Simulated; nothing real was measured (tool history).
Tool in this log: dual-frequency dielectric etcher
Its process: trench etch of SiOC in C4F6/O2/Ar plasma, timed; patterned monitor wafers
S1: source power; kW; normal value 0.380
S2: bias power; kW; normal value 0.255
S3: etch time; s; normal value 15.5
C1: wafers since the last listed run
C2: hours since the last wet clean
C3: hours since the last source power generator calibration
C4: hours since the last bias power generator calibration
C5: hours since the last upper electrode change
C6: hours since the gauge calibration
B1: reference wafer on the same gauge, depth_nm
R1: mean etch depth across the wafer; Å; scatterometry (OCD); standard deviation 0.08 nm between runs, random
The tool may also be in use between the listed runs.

Run 1, hour 0.0: usual settings but S1 0.330 kW; C1 0; C2 136.2; C3 2313.5; C4 2564.9; C5 1918.1; C6 114.9; B1 39.30. Result: R1 331.5 Å.
Run 2, hour 53.0: usual settings but S1 0.330 kW; C1 727; C2 189.2; C3 2366.5; C4 2617.9; C5 1971.1; C6 167.9; B1 39.27. Result: R1 331.2 Å.
Run 3, hour 107.6: usual settings but S1 0.330 kW; C1 748; C2 243.8; C3 2421.1; C4 2672.5; C5 2025.7; C6 222.5; B1 39.25. Result: R1 330.0 Å.
Run 4, hour 190.9: usual settings; C1 1142; C2 327.1; C3 2504.4; C4 2755.8; C5 2109.0; C6 305.8; B1 39.22. Result: R1 340.8 Å.
Run 5, hour 223.0: usual settings; C1 440; C2 359.2; C3 2536.5; C4 2787.9; C5 2141.1; C6 337.9; B1 39.19. Result: R1 341.0 Å.
Run 6, hour 282.2: usual settings; C1 812; C2 418.4; C3 2595.7; C4 2847.1; C5 2200.3; C6 397.1; B1 39.13. Result: R1 339.7 Å.
At hour 348.6: upper electrode replaced.
At hour 351.3: wet clean of the chamber.
Run 7, hour 351.8: usual settings; C1 587; C2 0.5; C3 2665.3; C4 2916.7; C5 3.2; C6 466.7; B1 39.04. Result: R1 340.0 Å.
Run 8, hour 374.2: usual settings but S2 0.282 kW; C1 307; C2 22.9; C3 2687.7; C4 2939.1; C5 25.6; C6 489.1; B1 39.01. Result: R1 354.8 Å.
Run 9, hour 415.7: usual settings but S2 0.282 kW; C1 569; C2 64.4; C3 2729.2; C4 2980.6; C5 67.1; C6 530.6; B1 38.98. Result: R1 353.0 Å.
Run 10, hour 483.4: usual settings but S2 0.269 kW; C1 928; C2 132.1; C3 2796.9; C4 3048.3; C5 134.8; C6 598.3; B1 38.88. Result: R1 343.7 Å.
Run 11, hour 552.8: usual settings but S2 0.269 kW; C1 951; C2 201.5; C3 2866.3; C4 3117.7; C5 204.2; C6 667.7; B1 38.77. Result: R1 343.3 Å.
Run 12, hour 615.2: usual settings but S2 0.282 kW; C1 855; C2 263.9; C3 2928.7; C4 3180.1; C5 266.6; C6 730.1; B1 38.67. Result: R1 350.0 Å.
Run 13, hour 684.7: usual settings but S1 0.290 kW, S2 0.295 kW; C1 953; C2 333.4; C3 2998.2; C4 3249.6; C5 336.1; C6 799.6; B1 38.54. Result: R1 335.8 Å.
Run 14, hour 709.4: usual settings but S3 12.5 s; C1 338; C2 358.1; C3 3022.9; C4 3274.3; C5 360.8; C6 824.3; B1 38.48. Result: R1 269.1 Å.
At hour 736.6: source power generator calibrated.
At hour 776.7: wet clean of the chamber.
Run 15, hour 777.2: usual settings but S2 0.304 kW, S3 12.5 s; C1 545; C2 0.5; C3 40.6; C4 3342.1; C5 428.6; C6 892.1; B1 38.36. Result: R1 290.0 Å.
Run 16, hour 814.8: usual settings but S3 14.0 s; C1 515; C2 38.1; C3 78.2; C4 3379.7; C5 466.2; C6 929.7; B1 38.27. Result: R1 301.8 Å.
At hour 834.4: bias power generator calibrated.
Run 17, hour 848.0: usual settings but S3 12.5 s; C1 400; C2 71.3; C3 111.4; C4 13.6; C5 499.4; C6 962.9; B1 38.20. Result: R1 268.7 Å.
At hour 850.2: gauge calibrated.
Run 18, hour 889.4: usual settings but S1 0.330 kW, S2 0.195 kW, S3 12.0 s; C1 567; C2 112.7; C3 152.8; C4 55.0; C5 540.8; C6 39.2; B1 39.18. Result: R1 228.9 Å.
Run 19, hour 951.8: usual settings but S1 0.310 kW, S2 0.312 kW; C1 855; C2 175.1; C3 215.2; C4 117.4; C5 603.2; C6 101.6; B1 39.12. Result: R1 354.3 Å.
Run 20, hour 994.0: usual settings but S2 0.233 kW; C1 578; C2 217.3; C3 257.4; C4 159.6; C5 645.4; C6 143.8; B1 39.15. Result: R1 328.5 Å.
Run 21, hour 1033.3: usual settings but S1 0.290 kW, S3 14.0 s; C1 539; C2 256.6; C3 296.7; C4 198.9; C5 684.7; C6 183.1; B1 39.13. Result: R1 290.1 Å.
Run 22, hour 1066.3: usual settings but S3 19.5 s; C1 452; C2 289.6; C3 329.7; C4 231.9; C5 717.7; C6 216.1; B1 39.11. Result: R1 428.6 Å.

Each row is a separate what-if for the run after 22, all from the same tool condition, not one after another. Results?
Run A, hour 1066.7: usual settings; C1 5; C2 290.0; C3 330.1; C4 232.3; C5 718.1; C6 216.5; B1 ?. Result: R1 ?.
Run B, hour 1066.7: usual settings but S1 0.300 kW; C1 5; C2 290.0; C3 330.1; C4 232.3; C5 718.1; C6 216.5; B1 ?. Result: R1 ?.
Run C, hour 1066.7: usual settings but S2 0.211 kW, S3 13.5 s; C1 5; C2 290.0; C3 330.1; C4 232.3; C5 718.1; C6 216.5; B1 ?. Result: R1 ?.

run     B1     R1
  A  39.11  338.9
  B  39.11  321.1
  C  39.11  273.4
Without the tool's unlogged condition, the same runs would have read:
run     R1
  A  339.7
  B  321.9
  C  274.1
